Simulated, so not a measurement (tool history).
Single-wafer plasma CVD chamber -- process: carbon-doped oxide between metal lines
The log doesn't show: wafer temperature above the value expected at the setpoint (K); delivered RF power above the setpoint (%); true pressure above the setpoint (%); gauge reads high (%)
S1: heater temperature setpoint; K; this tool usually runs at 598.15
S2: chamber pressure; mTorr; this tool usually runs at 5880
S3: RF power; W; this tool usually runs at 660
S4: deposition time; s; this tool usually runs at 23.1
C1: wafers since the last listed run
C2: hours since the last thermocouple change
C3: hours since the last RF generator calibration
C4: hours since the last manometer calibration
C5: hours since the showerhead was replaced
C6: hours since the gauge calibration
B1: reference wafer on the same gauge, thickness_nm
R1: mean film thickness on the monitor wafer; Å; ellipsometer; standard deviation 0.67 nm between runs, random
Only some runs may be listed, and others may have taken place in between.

| run | hour | S1 | S2 | S3 | S4 | C1 | C2 | C3 | C4 | C5 | C6 | B1 | R1 |
|---|---|---|---|---|---|---|---|---|---|---|---|---|---|
| 1 | 0 | 598.15 | 5880 | 660 | 23.1 | 0 | 724.6 | 100.6 | 704.1 | 3622.3 | 1451.3 | 202.03 | 1700.28 |
| 2 | 90.2 | 598.15 | 5880 | 660 | 23.1 | 1860 | 814.8 | 190.8 | 794.3 | 3712.5 | 1541.5 | 202.058 | 1695.77 |
| 3 | 147.2 | 598.15 | 5880 | 605 | 23.1 | 1175 | 871.8 | 247.8 | 851.3 | 3769.5 | 1598.5 | 202.178 | 1627.12 |
| 4 | 220.4 | 598.15 | 5880 | 605 | 23.1 | 1509 | 945 | 321 | 924.5 | 3842.7 | 1671.7 | 202.064 | 1629.15 |
| 5 | 259.1 | 598.15 | 5880 | 605 | 23.1 | 798 | 983.7 | 359.7 | 963.2 | 3881.4 | 1710.4 | 201.912 | 1629.28 |
| 6 | 301.5 | 598.15 | 5880 | 660 | 19.6 | 874 | 1026.1 | 402.1 | 1005.6 | 3923.8 | 1752.8 | 202.055 | 1442.55 |
| 7 | 346.9 | 598.15 | 5880 | 660 | 19.6 | 936 | 1071.5 | 447.5 | 1051 | 3969.2 | 1798.2 | 201.977 | 1430.35 |
| 8 | 411.8 | 598.15 | 5880 | 660 | 19.6 | 1338 | 1136.4 | 512.4 | 1115.9 | 4034.1 | 1863.1 | 201.698 | 1437.1 |
| 9 | 494.4 | 598.15 | 5880 | 660 | 23.1 | 1703 | 1219 | 595 | 1198.5 | 4116.7 | 1945.7 | 202.118 | 1680.67 |
| 10 | 586.3 | 598.15 | 5880 | 660 | 23.1 | 1895 | 1310.9 | 686.9 | 1290.4 | 4208.6 | 2037.6 | 201.985 | 1676.39 |
| 11 | 622.8 | 598.15 | 5880 | 660 | 23.1 | 752 | 1347.4 | 723.4 | 1326.9 | 4245.1 | 2074.1 | 202.045 | 1682.77 |
| 12 | 700.4 | 598.15 | 5880 | 660 | 23.1 | 1600 | 1425 | 801 | 1404.5 | 4322.7 | 2151.7 | 202.051 | 1675.25 |
| 13 | 755.9 | 589.15 | 5880 | 660 | 23.1 | 1144 | 1480.5 | 856.5 | 1460 | 4378.2 | 2207.2 | 201.897 | 1739.67 |
|  | 793.7 | showerhead replaced |
| 14 | 841.1 | 610.15 | 5880 | 660 | 21.3 | 1592 | 1565.7 | 941.7 | 1545.2 | 47.4 | 2292.4 | 202.026 | 1468 |
|  | 881.6 | capacitance manometer re-zeroed and calibrated |
| 15 | 882.1 | 598.15 | 5880 | 660 | 23.1 | 680 | 1606.7 | 982.7 | 0.5 | 88.4 | 2333.4 | 201.934 | 1667.15 |
| 16 | 940 | 598.15 | 5880 | 660 | 23.1 | 1194 | 1664.6 | 1040.6 | 58.4 | 146.3 | 2391.3 | 202.223 | 1670.15 |
|  | 946.2 | gauge calibrated |
|  | 998.8 | RF generator calibrated |
| 17 | 999.5 | 598.15 | 4470 | 600 | 19.9 | 1062 | 1724.1 | 0.7 | 117.9 | 205.8 | 53.3 | 201.969 | 1371.27 |
| 18 | 1064.6 | 611.15 | 6400 | 725 | 25.5 | 1342 | 1789.2 | 65.8 | 183 | 270.9 | 118.4 | 201.827 | 1870.3 |
| 19 | 1117.1 | 594.15 | 7170 | 735 | 27.1 | 1082 | 1841.7 | 118.3 | 235.5 | 323.4 | 170.9 | 202.093 | 2155.73 |
| 20 | 1188.8 | 589.15 | 5880 | 660 | 23.1 | 1478 | 1913.4 | 190 | 307.2 | 395.1 | 242.6 | 201.979 | 1767.93 |
| 21 | 1257.1 | 604.15 | 5880 | 660 | 23.1 | 1408 | 1981.7 | 258.3 | 375.5 | 463.4 | 310.9 | 202.151 | 1653.78 |

Estimate the outcome of run 22 from the log above:
|  | 1326.2 | thermocouple changed; heater temperature recalibrated |
| 22 | 1335.6 | 598.15 | 5880 | 660 | 23.1 | 1454 | 9.4 | 336.8 | 454 | 541.9 | 389.4 | ? | ? |

B1: 202.164
R1: 1697.03 Å
Minus the tool's unlogged condition, the same run would have read R1 1711.82 Å.
